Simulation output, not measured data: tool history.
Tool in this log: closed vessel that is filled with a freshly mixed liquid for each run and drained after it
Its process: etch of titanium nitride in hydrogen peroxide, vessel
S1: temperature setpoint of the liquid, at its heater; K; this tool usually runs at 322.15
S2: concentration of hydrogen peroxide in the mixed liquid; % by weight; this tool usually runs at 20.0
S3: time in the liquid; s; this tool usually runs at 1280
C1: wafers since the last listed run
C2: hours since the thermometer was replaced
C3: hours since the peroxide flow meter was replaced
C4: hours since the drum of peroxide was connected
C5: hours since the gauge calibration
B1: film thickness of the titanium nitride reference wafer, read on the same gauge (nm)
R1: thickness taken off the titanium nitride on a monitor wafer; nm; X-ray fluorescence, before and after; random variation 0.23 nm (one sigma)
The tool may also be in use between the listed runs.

run 1 hour=0.0 | S1=322.15 S2=20.0 S3=1280 | C1=0 C2=1761.1 C3=1244.4 C4=850.6 C5=242.2 | B1=70.00 | R1=38.60
-- hour=24.0 new drum of peroxide connected
run 2 hour=78.1 | S1=322.15 S2=20.0 S3=1280 | C1=2151 C2=1839.2 C3=1322.5 C4=54.1 C5=320.3 | B1=70.01 | R1=38.31
run 3 hour=174.3 | S1=322.15 S2=20.0 S3=1280 | C1=2684 C2=1935.4 C3=1418.7 C4=150.3 C5=416.5 | B1=69.98 | R1=38.43
run 4 hour=273.5 | S1=322.15 S2=20.0 S3=1280 | C1=2767 C2=2034.6 C3=1517.9 C4=249.5 C5=515.7 | B1=69.97 | R1=38.64
run 5 hour=548.0 | S1=322.15 S2=20.0 S3=1105 | C1=7658 C2=2309.1 C3=1792.4 C4=524.0 C5=790.2 | B1=69.97 | R1=32.99
run 6 hour=637.4 | S1=319.15 S2=20.0 S3=1755 | C1=2494 C2=2398.5 C3=1881.8 C4=613.4 C5=879.6 | B1=70.00 | R1=41.22
run 7 hour=737.0 | S1=319.15 S2=20.0 S3=1755 | C1=2778 C2=2498.1 C3=1981.4 C4=713.0 C5=979.2 | B1=70.04 | R1=41.52
-- hour=740.5 gauge calibrated
-- hour=770.9 peroxide flow meter replaced
-- hour=804.1 thermometer replaced
run 8 hour=839.3 | S1=316.15 S2=21.5 S3=1280 | C1=2798 C2=35.2 C3=68.4 C4=815.3 C5=98.8 | B1=70.00 | R1=22.49
run 9 hour=921.3 | S1=322.15 S2=20.0 S3=1280 | C1=2287 C2=117.2 C3=150.4 C4=897.3 C5=180.8 | B1=69.97 | R1=34.62
run 10 hour=962.5 | S1=330.65 S2=20.0 S3=1280 | C1=1149 C2=158.4 C3=191.6 C4=938.5 C5=222.0 | B1=70.04 | R1=63.14
-- hour=978.9 new drum of peroxide connected
-- hour=1003.1 thermometer replaced, repeated, since the last time left the tool worse
run 11 hour=1092.1 | S1=328.15 S2=20.0 S3=1910 | C1=3560 C2=89.0 C3=321.2 C4=113.2 C5=351.6 | B1=69.99 | R1=97.02
run 12 hour=1143.6 | S1=325.65 S2=20.0 S3=925 | C1=1436 C2=140.5 C3=372.7 C4=164.7 C5=403.1 | B1=69.99 | R1=39.26
run 13 hour=1229.7 | S1=328.65 S2=20.0 S3=1280 | C1=2402 C2=226.6 C3=458.8 C4=250.8 C5=489.2 | B1=70.04 | R1=66.51
run 14 hour=1291.3 | S1=332.15 S2=17.5 S3=710 | C1=1718 C2=288.2 C3=520.4 C4=312.4 C5=550.8 | B1=70.01 | R1=45.75

Alternative continuations, all from the tool just after run 14; predict every row:
run A hour=1292.3 | S1=328.15 S2=20.0 S3=1280 | C1=27 C2=289.2 C3=521.4 C4=313.4 C5=551.8 | B1=? | R1=?
run B hour=1292.3 | S1=325.15 S2=18.5 S3=1975 | C1=27 C2=289.2 C3=521.4 C4=313.4 C5=551.8 | B1=? | R1=?
run C hour=1292.3 | S1=325.65 S2=18.0 S3=1085 | C1=27 C2=289.2 C3=521.4 C4=313.4 C5=551.8 | B1=? | R1=?
run D hour=1292.3 | S1=322.15 S2=20.0 S3=1915 | C1=27 C2=289.2 C3=521.4 C4=313.4 C5=551.8 | B1=? | R1=?
run E hour=1292.3 | S1=325.15 S2=22.5 S3=810 | C1=27 C2=289.2 C3=521.4 C4=313.4 C5=551.8 | B1=? | R1=?

run=A B1=70.00 R1=64.46
run=B B1=70.00 R1=79.09
run=C B1=70.00 R1=44.77
run=D B1=70.00 R1=62.80
run=E B1=70.00 R1=33.83
Had the tool no hidden state, the same runs would have come out as:
run=A R1=66.02
run=B R1=81.03
run=C R1=45.86
run=D R1=64.37
run=E R1=34.66
